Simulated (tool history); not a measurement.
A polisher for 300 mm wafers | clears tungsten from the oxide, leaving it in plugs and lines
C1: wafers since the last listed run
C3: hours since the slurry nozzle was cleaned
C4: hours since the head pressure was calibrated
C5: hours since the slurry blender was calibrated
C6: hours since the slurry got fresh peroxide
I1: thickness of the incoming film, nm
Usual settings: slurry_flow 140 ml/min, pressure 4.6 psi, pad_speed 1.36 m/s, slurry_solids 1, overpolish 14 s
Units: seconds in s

{"run": 1, "hour": 0.0, "slurry_flow": 140, "pressure": 4.6, "pad_speed": 1, "slurry_solids": 1, "overpolish": 14, "C1": 0, "wafers polished on this pad": 62, "C3": 488.4, "C4": 846.6, "C5": 378, "C6": 16.3, "I1": 376, "seconds": 55.9}
{"run": 2, "hour": 24.4, "slurry_flow": 140, "pressure": 4.6, "pad_speed": 1.36, "slurry_solids": 1, "overpolish": 14, "C1": 146, "wafers polished on this pad": 209, "C3": 512.8, "C4": 871, "C5": 402.4, "C6": 40.7, "I1": 378.8, "seconds": 46.2}
{"hour": 53.4, "done": "slurry blender recalibrated"}
{"run": 3, "hour": 64.0, "slurry_flow": 140, "pressure": 4.6, "pad_speed": 1.36, "slurry_solids": 1, "overpolish": 14, "C1": 226, "wafers polished on this pad": 435, "C3": 552.4, "C4": 910.6, "C5": 10.6, "C6": 80.3, "I1": 381.9, "seconds": 47.1}
{"hour": 94.2, "done": "slurry nozzle cleaned"}
{"run": 4, "hour": 104.9, "slurry_flow": 140, "pressure": 4.6, "pad_speed": 1.36, "slurry_solids": 1, "overpolish": 16, "C1": 240, "wafers polished on this pad": 675, "C3": 10.7, "C4": 951.5, "C5": 51.5, "C6": 121.2, "I1": 383.4, "seconds": 46.8}
{"hour": 162.7, "done": "worn pad replaced by a new one"}
{"hour": 163.6, "done": "slurry tank refilled with fresh slurry and peroxide"}
{"run": 5, "hour": 164.1, "slurry_flow": 140, "pressure": 4.6, "pad_speed": 1.66, "slurry_solids": 1, "overpolish": 14, "C1": 326, "wafers polished on this pad": 3, "C3": 69.9, "C4": 1010.7, "C5": 110.7, "C6": 0.5, "I1": 385.2, "seconds": 40.7}
{"run": 6, "hour": 229.6, "slurry_flow": 140, "pressure": 4.6, "pad_speed": 1.66, "slurry_solids": 1, "overpolish": 14, "C1": 394, "wafers polished on this pad": 397, "C3": 135.4, "C4": 1076.2, "C5": 176.2, "C6": 66, "I1": 373.1, "seconds": 39.7}
{"run": 7, "hour": 269.8, "slurry_flow": 140, "pressure": 4.6, "pad_speed": 1.66, "slurry_solids": 1, "overpolish": 14, "C1": 241, "wafers polished on this pad": 639, "C3": 175.6, "C4": 1116.4, "C5": 216.4, "C6": 106.2, "I1": 373.1, "seconds": 39.8}
{"run": 8, "hour": 333.7, "slurry_flow": 140, "pressure": 4.6, "pad_speed": 1.36, "slurry_solids": 1, "overpolish": 14, "C1": 384, "wafers polished on this pad": 1023, "C3": 239.5, "C4": 1180.3, "C5": 280.3, "C6": 170.1, "I1": 384, "seconds": 46.5}
{"hour": 347.0, "done": "worn pad replaced by a new one"}
{"hour": 354.4, "done": "slurry tank refilled with fresh slurry and peroxide"}
{"run": 9, "hour": 388.7, "slurry_flow": 140, "pressure": 4.6, "pad_speed": 1.36, "slurry_solids": 1, "overpolish": 14, "C1": 300, "wafers polished on this pad": 245, "C3": 294.5, "C4": 1235.3, "C5": 335.3, "C6": 34.3, "I1": 380.7, "seconds": 45.5}
{"hour": 447.9, "done": "slurry blender recalibrated"}
{"run": 10, "hour": 453.6, "slurry_flow": 140, "pressure": 4.6, "pad_speed": 1.36, "slurry_solids": 1, "overpolish": 14, "C1": 378, "wafers polished on this pad": 623, "C3": 359.4, "C4": 1300.2, "C5": 5.7, "C6": 99.2, "I1": 375.7, "seconds": 45}
{"hour": 502.2, "done": "head pressure recalibrated"}
{"run": 11, "hour": 524.0, "slurry_flow": 140, "pressure": 3.7, "pad_speed": 1.82, "slurry_solids": 0.9, "overpolish": 14, "C1": 411, "wafers polished on this pad": 1035, "C3": 429.8, "C4": 21.8, "C5": 76.1, "C6": 169.6, "I1": 372.2, "seconds": 49.8}
{"hour": 547.3, "done": "worn pad replaced by a new one"}
{"hour": 559.9, "done": "slurry tank refilled with fresh slurry and peroxide"}
{"run": 12, "hour": 566.0, "slurry_flow": 140, "pressure": 4.6, "pad_speed": 1.36, "slurry_solids": 1, "overpolish": 14, "C1": 222, "wafers polished on this pad": 106, "C3": 471.8, "C4": 63.8, "C5": 118.1, "C6": 6.1, "I1": 378.5, "seconds": 48.9}
{"run": 13, "hour": 612.2, "slurry_flow": 110, "pressure": 4.6, "pad_speed": 1.36, "slurry_solids": 1, "overpolish": 14, "C1": 278, "wafers polished on this pad": 384, "C3": 518, "C4": 110, "C5": 164.3, "C6": 52.3, "I1": 377.9, "seconds": 50.9}
{"hour": 637.8, "done": "slurry nozzle cleaned"}
{"run": 14, "hour": 684.2, "slurry_flow": 140, "pressure": 4.6, "pad_speed": 1.36, "slurry_solids": 1, "overpolish": 6, "C1": 427, "wafers polished on this pad": 811, "C3": 46.4, "C4": 182, "C5": 236.3, "C6": 124.3, "I1": 372.3, "seconds": 47.8}
{"hour": 722.1, "done": "slurry tank refilled with fresh slurry and peroxide"}
{"hour": 724.5, "done": "worn pad replaced by a new one"}
{"run": 15, "hour": 750.0, "slurry_flow": 140, "pressure": 4.6, "pad_speed": 0.94, "slurry_solids": 0.75, "overpolish": 14, "C1": 375, "wafers polished on this pad": 153, "C3": 112.2, "C4": 247.8, "C5": 302.1, "C6": 27.9, "I1": 381, "seconds": 66}
{"run": 16, "hour": 794.2, "slurry_flow": 140, "pressure": 4.6, "pad_speed": 1.36, "slurry_solids": 1, "overpolish": 14, "C1": 265, "wafers polished on this pad": 419, "C3": 156.4, "C4": 292, "C5": 346.3, "C6": 72.1, "I1": 386.5, "seconds": 48.8}
{"run": 17, "hour": 846.0, "slurry_flow": 100, "pressure": 5.4, "pad_speed": 1.7, "slurry_solids": 1.2, "overpolish": 14, "C1": 311, "wafers polished on this pad": 731, "C3": 208.2, "C4": 343.8, "C5": 398.1, "C6": 123.9, "I1": 378.7, "seconds": 35.3}
{"run": 18, "hour": 871.4, "slurry_flow": 140, "pressure": 4.6, "pad_speed": 1.36, "slurry_solids": 0.75, "overpolish": 14, "C1": 152, "wafers polished on this pad": 883, "C3": 233.6, "C4": 369.2, "C5": 423.5, "C6": 149.3, "I1": 383.7, "seconds": 51.9}
{"hour": 876.4, "done": "slurry blender recalibrated"}
{"run": 19, "hour": 900.5, "slurry_flow": 140, "pressure": 4.6, "pad_speed": 1.36, "slurry_solids": 1.25, "overpolish": 14, "C1": 163, "wafers polished on this pad": 1047, "C3": 262.7, "C4": 398.3, "C5": 24.1, "C6": 178.4, "I1": 382.6, "seconds": 45.2}
{"hour": 905.2, "done": "worn pad replaced by a new one"}
{"hour": 930.0, "done": "slurry tank refilled with fresh slurry and peroxide"}
{"run": 20, "hour": 931.7, "slurry_flow": 140, "pressure": 4.1, "pad_speed": 1.62, "slurry_solids": 1.1, "overpolish": 21, "C1": 157, "wafers polished on this pad": 153, "C3": 293.9, "C4": 429.5, "C5": 55.3, "C6": 1.7, "I1": 374.4, "seconds": 44.2}

Forecast each of these 4 alternatives for the next run:
{"run": "A", "hour": 932.2, "slurry_flow": 140, "pressure": 4.6, "pad_speed": 1.36, "slurry_solids": 1, "overpolish": 14, "C1": 3, "wafers polished on this pad": 156, "C3": 294.4, "C4": 430, "C5": 55.8, "C6": 2.2, "I1": 385.2, "seconds": "?"}
{"run": "B", "hour": 932.2, "slurry_flow": 140, "pressure": 4.6, "pad_speed": 1.36, "slurry_solids": 1.2, "overpolish": 21, "C1": 3, "wafers polished on this pad": 156, "C3": 294.4, "C4": 430, "C5": 55.8, "C6": 2.2, "I1": 385.2, "seconds": "?"}
{"run": "C", "hour": 932.2, "slurry_flow": 155, "pressure": 4.6, "pad_speed": 0.92, "slurry_solids": 0.75, "overpolish": 7, "C1": 3, "wafers polished on this pad": 156, "C3": 294.4, "C4": 430, "C5": 55.8, "C6": 2.2, "I1": 385.2, "seconds": "?"}
{"run": "D", "hour": 932.2, "slurry_flow": 140, "pressure": 4.6, "pad_speed": 1.56, "slurry_solids": 1, "overpolish": 14, "C1": 3, "wafers polished on this pad": 156, "C3": 294.4, "C4": 430, "C5": 55.8, "C6": 2.2, "I1": 385.2, "seconds": "?"}

run=A seconds=48.4
run=B seconds=46
run=C seconds=65.4
run=D seconds=44.2
Without the tool's hidden state the same runs would have given:
run=A seconds=51.1
run=B seconds=48.6
run=C seconds=69.1
run=D seconds=46.7
